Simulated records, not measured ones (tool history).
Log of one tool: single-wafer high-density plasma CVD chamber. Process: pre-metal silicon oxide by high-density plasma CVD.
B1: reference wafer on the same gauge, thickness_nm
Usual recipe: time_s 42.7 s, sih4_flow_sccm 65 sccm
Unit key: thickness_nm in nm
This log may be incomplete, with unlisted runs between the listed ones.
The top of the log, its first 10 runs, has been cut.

{"run": 11, "hour": 302.4, "time_s": 42.7, "sih4_flow_sccm": 65, "B1": 255.843, "thickness_nm": 258.603}
{"run": 12, "hour": 322.6, "time_s": 42.7, "sih4_flow_sccm": 65, "B1": 255.872, "thickness_nm": 260.71}
{"run": 13, "hour": 336.5, "time_s": 42.7, "sih4_flow_sccm": 65, "B1": 256.427, "thickness_nm": 261.568}
{"hour": 341.3, "done": "gauge calibrated"}
{"run": 14, "hour": 369.4, "time_s": 42.7, "sih4_flow_sccm": 65, "B1": 255.672, "thickness_nm": 259.679}
{"run": 15, "hour": 381.9, "time_s": 42.7, "sih4_flow_sccm": 65, "B1": 256.577, "thickness_nm": 261.568}
{"run": 16, "hour": 403.4, "time_s": 42.7, "sih4_flow_sccm": 65, "B1": 256.153, "thickness_nm": 259.958}
{"run": 17, "hour": 420.9, "time_s": 42.7, "sih4_flow_sccm": 65, "B1": 256.203, "thickness_nm": 257.113}
{"run": 18, "hour": 437.4, "time_s": 42.7, "sih4_flow_sccm": 65, "B1": 256.382, "thickness_nm": 260.525}
{"run": 19, "hour": 455.6, "time_s": 42.7, "sih4_flow_sccm": 65, "B1": 255.388, "thickness_nm": 263.263}
{"run": 20, "hour": 468.8, "time_s": 48.7, "sih4_flow_sccm": 65, "B1": 255.879, "thickness_nm": 297.916}
{"run": 21, "hour": 482.4, "time_s": 37.2, "sih4_flow_sccm": 61, "B1": 256.603, "thickness_nm": 212.309}
{"run": 22, "hour": 505.4, "time_s": 35.3, "sih4_flow_sccm": 73, "B1": 256.381, "thickness_nm": 238.377}

Forecast run 23:
{"run": 23, "hour": 524.9, "time_s": 47.1, "sih4_flow_sccm": 55, "B1": "?", "thickness_nm": "?"}

Run 23 gave B1 256.186, thickness_nm 247.873 nm.
With no hidden state in the tool, this same run would have given thickness_nm 247.873 nm.

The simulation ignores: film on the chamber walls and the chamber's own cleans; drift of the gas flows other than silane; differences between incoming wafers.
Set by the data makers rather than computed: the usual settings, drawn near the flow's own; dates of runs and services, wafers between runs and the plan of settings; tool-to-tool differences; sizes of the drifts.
